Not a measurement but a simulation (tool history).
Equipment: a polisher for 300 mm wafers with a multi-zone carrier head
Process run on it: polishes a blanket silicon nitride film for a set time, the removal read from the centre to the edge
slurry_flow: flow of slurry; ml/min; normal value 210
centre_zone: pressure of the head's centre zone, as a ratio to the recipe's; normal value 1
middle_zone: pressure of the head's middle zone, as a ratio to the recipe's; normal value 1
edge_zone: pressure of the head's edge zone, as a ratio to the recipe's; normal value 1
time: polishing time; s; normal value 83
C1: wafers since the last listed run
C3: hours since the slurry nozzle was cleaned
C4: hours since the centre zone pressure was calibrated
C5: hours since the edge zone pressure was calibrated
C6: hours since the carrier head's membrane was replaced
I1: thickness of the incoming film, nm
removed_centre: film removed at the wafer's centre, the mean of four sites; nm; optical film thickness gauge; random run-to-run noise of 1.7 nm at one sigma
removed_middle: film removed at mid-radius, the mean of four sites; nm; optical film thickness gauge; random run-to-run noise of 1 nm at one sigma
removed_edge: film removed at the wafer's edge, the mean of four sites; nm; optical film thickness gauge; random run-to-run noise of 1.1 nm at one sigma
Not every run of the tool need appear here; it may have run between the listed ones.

Run 1, hour 0: usual settings; C1 0; wafers polished on this pad 2307; C3 361.5; C4 558.9; C5 155.2; C6 479.3; I1 458.1. Result: removed_centre 106.5 nm, removed_middle 103.1 nm, removed_edge 103.3 nm.
At hour 10: centre zone pressure recalibrated.
Run 2, hour 45.6: usual settings but edge_zone 0.9; C1 583; wafers polished on this pad 2890; C3 407.1; C4 35.6; C5 200.8; C6 524.9; I1 453.2. Result: removed_centre 104.5 nm, removed_middle 101.1 nm, removed_edge 98.7 nm.
Run 3, hour 114.6: usual settings but centre_zone 0.95, edge_zone 0.94, time 66 s; C1 923; wafers polished on this pad 3814; C3 476.1; C4 104.6; C5 269.8; C6 593.9; I1 449.9. Result: removed_centre 76.8 nm, removed_middle 79.2 nm, removed_edge 78.5 nm.
Run 4, hour 139.9: usual settings but middle_zone 0.9; C1 338; wafers polished on this pad 4152; C3 501.4; C4 129.9; C5 295.1; C6 619.2; I1 447.9. Result: removed_centre 101.7 nm, removed_middle 90.8 nm, removed_edge 98.2 nm.
Run 5, hour 187.4: usual settings but slurry_flow 190 ml/min, time 66 s; C1 635; wafers polished on this pad 4788; C3 548.9; C4 177.4; C5 342.6; C6 666.7; I1 446. Result: removed_centre 77.4 nm, removed_middle 78.2 nm, removed_edge 77.5 nm.
At hour 252.1: worn pad replaced by a new one.
Run 6, hour 258.3: usual settings but slurry_flow 175 ml/min, time 71 s; C1 895; wafers polished on this pad 82; C3 619.8; C4 248.3; C5 413.5; C6 737.6; I1 452.4. Result: removed_centre 91.8 nm, removed_middle 90.5 nm, removed_edge 91 nm.
Run 7, hour 320.7: usual settings but slurry_flow 185 ml/min, centre_zone 0.92; C1 835; wafers polished on this pad 918; C3 682.2; C4 310.7; C5 475.9; C6 800; I1 444. Result: removed_centre 98.6 nm, removed_middle 104.2 nm, removed_edge 105.8 nm.
Run 8, hour 348: usual settings but middle_zone 1.11, time 93 s; C1 365; wafers polished on this pad 1283; C3 709.5; C4 338; C5 503.2; C6 827.3; I1 450.2. Result: removed_centre 121.8 nm, removed_middle 129.1 nm, removed_edge 117.1 nm.
Run 9, hour 395.6: usual settings but centre_zone 1.07, time 58 s; C1 637; wafers polished on this pad 1920; C3 757.1; C4 385.6; C5 550.8; C6 874.9; I1 441.9. Result: removed_centre 82 nm, removed_middle 73.6 nm, removed_edge 73.3 nm.
Run 10, hour 425.2: usual settings but middle_zone 1.05, edge_zone 0.89, time 68 s; C1 396; wafers polished on this pad 2316; C3 786.7; C4 415.2; C5 580.4; C6 904.5; I1 452.3. Result: removed_centre 87.4 nm, removed_middle 88 nm, removed_edge 83.4 nm.
At hour 437.7: slurry nozzle cleaned.
Run 11, hour 490.3: usual settings but centre_zone 0.93, middle_zone 0.96, edge_zone 1.07; C1 858; wafers polished on this pad 3174; C3 52.6; C4 480.3; C5 645.5; C6 969.6; I1 450.3. Result: removed_centre 99.2 nm, removed_middle 99.2 nm, removed_edge 103.7 nm.
Run 12, hour 526.5: usual settings but middle_zone 0.91; C1 484; wafers polished on this pad 3659; C3 88.8; C4 516.5; C5 681.7; C6 1005.8; I1 447.3. Result: removed_centre 101.2 nm, removed_middle 94.2 nm, removed_edge 99.4 nm.
Run 13, hour 561.4: usual settings; C1 467; wafers polished on this pad 4126; C3 123.7; C4 551.4; C5 716.6; C6 1040.7; I1 444.5. Result: removed_centre 99.7 nm, removed_middle 100.5 nm, removed_edge 98.5 nm.
Run 14, hour 619.4: usual settings; C1 776; wafers polished on this pad 4902; C3 181.7; C4 609.4; C5 774.6; C6 1098.7; I1 451. Result: removed_centre 100.4 nm, removed_middle 100.5 nm, removed_edge 98.2 nm.
Run 15, hour 688.9: usual settings but slurry_flow 245 ml/min; C1 930; wafers polished on this pad 5833; C3 251.2; C4 678.9; C5 844.1; C6 1168.2; I1 447.2. Result: removed_centre 101.5 nm, removed_middle 98.5 nm, removed_edge 97.6 nm.
Run 16, hour 737.7: usual settings; C1 653; wafers polished on this pad 6486; C3 300; C4 727.7; C5 892.9; C6 1217; I1 450. Result: removed_centre 98.1 nm, removed_middle 94.8 nm, removed_edge 95.5 nm.
At hour 740.5: centre zone pressure recalibrated.
At hour 794.5: worn pad replaced by a new one.
Run 17, hour 797.2: usual settings but slurry_flow 250 ml/min; C1 716; wafers polished on this pad 36; C3 359.5; C4 56.7; C5 952.4; C6 1276.5; I1 448.5. Result: removed_centre 113.5 nm, removed_middle 110.8 nm, removed_edge 111.4 nm.
Run 18, hour 821.5: usual settings; C1 325; wafers polished on this pad 361; C3 383.8; C4 81; C5 976.7; C6 1300.8; I1 453.6. Result: removed_centre 109.1 nm, removed_middle 106.1 nm, removed_edge 109.2 nm.
Run 19, hour 846.5: usual settings; C1 334; wafers polished on this pad 696; C3 408.8; C4 106; C5 1001.7; C6 1325.8; I1 453.5. Result: removed_centre 110.2 nm, removed_middle 107.9 nm, removed_edge 106.7 nm.
At hour 874: edge zone pressure recalibrated.
Run 20, hour 1022.7: usual settings but slurry_flow 175 ml/min, centre_zone 1.12, middle_zone 0.92, edge_zone 1.08; C1 2331; wafers polished on this pad 3028; C3 585; C4 282.2; C5 148.7; C6 1502; I1 456.4. Result: removed_centre 111 nm, removed_middle 92.3 nm, removed_edge 103.3 nm.
Run 21, hour 1051.4: usual settings but slurry_flow 265 ml/min, middle_zone 0.96, edge_zone 0.97, time 55 s; C1 384; wafers polished on this pad 3412; C3 613.7; C4 310.9; C5 177.4; C6 1530.7; I1 450. Result: removed_centre 70 nm, removed_middle 66.7 nm, removed_edge 68.4 nm.

For run 22, what comes out?
At hour 1063.7: carrier head's membrane replaced by a new one.
Run 22, hour 1100.3: usual settings but slurry_flow 270 ml/min, centre_zone 0.96; C1 587; wafers polished on this pad 4000; C3 662.6; C4 359.8; C5 226.3; C6 36.6; I1 449.9. Result: removed_centre ?, removed_middle ?, removed_edge ?.

Run 22 produced removed_centre 99.2 nm, removed_middle 103.1 nm, removed_edge 100.8 nm.
Had the tool carried no hidden state, the very same run would have given removed_centre 109.7 nm, removed_middle 114.1 nm, removed_edge 111.5 nm.
